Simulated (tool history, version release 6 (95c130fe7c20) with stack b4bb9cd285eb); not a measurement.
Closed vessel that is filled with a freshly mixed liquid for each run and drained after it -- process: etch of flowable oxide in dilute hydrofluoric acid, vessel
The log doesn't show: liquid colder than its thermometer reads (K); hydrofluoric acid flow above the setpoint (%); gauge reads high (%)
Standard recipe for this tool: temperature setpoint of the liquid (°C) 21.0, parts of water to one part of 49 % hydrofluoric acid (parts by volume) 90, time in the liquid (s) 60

run	hour	temperature setpoint of the liquid (°C)	parts of water to one part of 49 % hydrofluoric acid (parts by volume)	time in the liquid (s)	wafers since the last listed run	hours since the thermometer was replaced	hours since the hydrofluoric acid flow meter was replaced	hours since the gauge calibration	read-back film thickness of the flowable oxide reference wafer, read on the same gauge (nm)	thickness taken off the flowable oxide on a monitor wafer (angstrom)
1	0.0	21.0	90	75	0	1133.4	902.6	200.2	30.03	296.5
2	25.6	21.0	90	60	2903	1159.0	928.2	225.8	30.00	238.7
3	56.4	21.0	90	60	3493	1189.8	959.0	256.6	30.00	238.5
4	71.2	19.5	90	60	1678	1204.6	973.8	271.4	30.01	225.0
5	95.2	19.5	90	60	2722	1228.6	997.8	295.4	29.99	224.6
6	109.0	19.5	90	60	1565	1242.4	1011.6	309.2	30.03	223.6
7	135.3	21.0	90	60	2982	1268.7	1037.9	335.5	30.00	238.6
8	156.3	21.0	90	60	2381	1289.7	1058.9	356.5	30.00	238.7
# hour 174.0: gauge calibrated
9	178.4	21.0	90	60	2506	1311.8	1081.0	4.4	30.03	239.9
10	192.1	21.0	75	60	1553	1325.5	1094.7	18.1	30.00	291.4
11	255.5	21.0	90	60	7190	1388.9	1158.1	81.5	30.00	239.0
# hour 259.1: hydrofluoric acid flow meter replaced
# hour 276.3: thermometer replaced
12	282.3	25.5	55	50	2812	6.0	23.2	108.3	29.98	418.5
13	301.3	24.5	90	60	2155	25.0	42.2	127.3	30.00	279.8
14	316.9	21.0	90	60	1769	40.6	57.8	142.9	30.00	243.4
15	350.0	17.0	130	60	3754	73.7	90.9	176.0	29.95	136.7
16	402.6	21.0	65	60	5965	126.3	143.5	228.6	29.97	347.0

Run 17 is up next; what results do you expect?
17	437.7	21.0	110	30	3981	161.4	178.6	263.7	?	?

For run 17 the tool returned read-back film thickness of the flowable oxide reference wafer, read on the same gauge (nm) 29.99, thickness taken off the flowable oxide on a monitor wafer (angstrom) 97.8.
Had the tool carried no hidden state, the very same run would have given thickness taken off the flowable oxide on a monitor wafer (angstrom) 96.8.

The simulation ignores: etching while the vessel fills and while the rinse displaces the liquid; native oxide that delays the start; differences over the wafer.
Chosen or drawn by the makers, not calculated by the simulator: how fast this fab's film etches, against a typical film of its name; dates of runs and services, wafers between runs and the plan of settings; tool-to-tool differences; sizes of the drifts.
